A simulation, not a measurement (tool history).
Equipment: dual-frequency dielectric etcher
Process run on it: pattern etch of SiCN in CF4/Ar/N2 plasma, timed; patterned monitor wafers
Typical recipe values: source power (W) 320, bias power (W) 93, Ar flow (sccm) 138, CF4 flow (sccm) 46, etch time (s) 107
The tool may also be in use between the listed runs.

run   hour  source power (W)  bias power (W)  Ar flow (sccm)  CF4 flow (sccm)  etch time (s)  wafers since the last listed run  hours since the last wet clean  hours since the last source power generator calibration  hours since the last bias power generator calibration  hours since the last Ar flow controller change  hours since the last CF4 flow controller change  hours since the last upper electrode change  hours since the gauge calibration  read-back reference wafer on the same gauge, depth_nm  mean etch depth across the wafer (Å)
  1      0               320              93             138               46            107                                 0                           334.5                                                   4678.6                                                 5108.1                                          2891.4                                           3177.5                                       3390.8                              202.5                                                   80.8                                   690
  2   24.7               320              93             138               46            107                               185                           359.2                                                   4703.3                                                 5132.8                                          2916.1                                           3202.2                                       3415.5                              227.2                                                   80.8                                   689
  3   55.8               320              93             138               46            107                               233                           390.3                                                   4734.4                                                 5163.9                                          2947.2                                           3233.3                                       3446.6                              258.3                                                   80.9                                   686
  4   72.3               320              93             138               46            107                               123                           406.8                                                   4750.9                                                 5180.4                                          2963.7                                           3249.8                                       3463.1                              274.8                                                   80.9                                   682
  5   86.8               320              93             138               46            107                               108                           421.3                                                   4765.4                                                 5194.9                                          2978.2                                           3264.3                                       3477.6                              289.3                                                   80.8                                   681
     124.7  -- Ar flow controller replaced
     133.3  -- bias power generator calibrated
     138.4  -- wet clean of the chamber
  6  138.9               320              93             138               46            107                               277                             0.5                                                   4817.5                                                    5.6                                            14.2                                           3316.4                                       3529.7                              341.4                                                   80.8                                   702
  7  153.8               320              93             156               46            107                               111                            15.4                                                   4832.4                                                   20.5                                            29.1                                           3331.3                                       3544.6                              356.3                                                   80.8                                   691
  8  167.6               320              93             156               46            107                               103                            29.2                                                   4846.2                                                   34.3                                            42.9                                           3345.1                                       3558.4                              370.1                                                   80.8                                   689
     184.3  -- source power generator calibrated
  9  193.9               320              93             138               38            107                               167                            55.5                                                      9.6                                                   60.6                                            69.2                                           3371.4                                       3584.7                              396.4                                                   80.8                                   675
 10  224.6               320              87             104               37          118.5                               230                            86.2                                                     40.3                                                   91.3                                            99.9                                           3402.1                                       3615.4                              427.1                                                   80.7                                   742
     233.4  -- CF4 flow controller replaced
     260.6  -- upper electrode replaced
 11  261.1               320              86             138               46           97.5                                48                           122.7                                                     76.8                                                  127.8                                           136.4                                             27.7                                          0.5                              463.6                                                   80.8                                   604
       270  -- gauge calibrated
 12  280.4               360              93             157               46            115                               144                             142                                                     96.1                                                  147.1                                           155.7                                               47                                         19.8                               10.4                                                   80.9                                   820
 13  304.7               320              93             138               46            107                               182                           166.3                                                    120.4                                                  171.4                                             180                                             71.3                                         44.1                               34.7                                                   80.6                                   692
 14  327.1               320              93             138               46           79.5                               167                           188.7                                                    142.8                                                  193.8                                           202.4                                             93.7                                         66.5                               57.1                                                   80.8                                   512
 15  339.4               320              93             115               46           85.5                                92                             201                                                    155.1                                                  206.1                                           214.7                                              106                                         78.8                               69.4                                                   80.9                                   563
 16  372.6               270              87             138               36            107                               248                           234.2                                                    188.3                                                  239.3                                           247.9                                            139.2                                          112                              102.6                                                   80.9                                   541
 17  389.3               280             101             138               55            107                               125                           250.9                                                      205                                                    256                                           264.6                                            155.9                                        128.7                              119.3                                                   80.7                                   650

Each run again, without the hidden state but with its own random variation kept:
Hidden state present: etch rate over this chamber's usual, %; source power that arrives over what is set, %; bias power that arrives over what is set, %; Ar flow that arrives over what is set, %; CF4 flow that arrives over what is set, %; gauge reads high (%).
run  mean etch depth across the wafer (Å)
  1                                   708
  2                                   708
  3                                   707
  4                                   703
  5                                   704
  6                                   706
  7                                   695
  8                                   694
  9                                   682
 10                                   751
 11                                   613
 12                                   834
 13                                   705
 14                                   522
 15                                   575
 16                                   554
 17                                   667
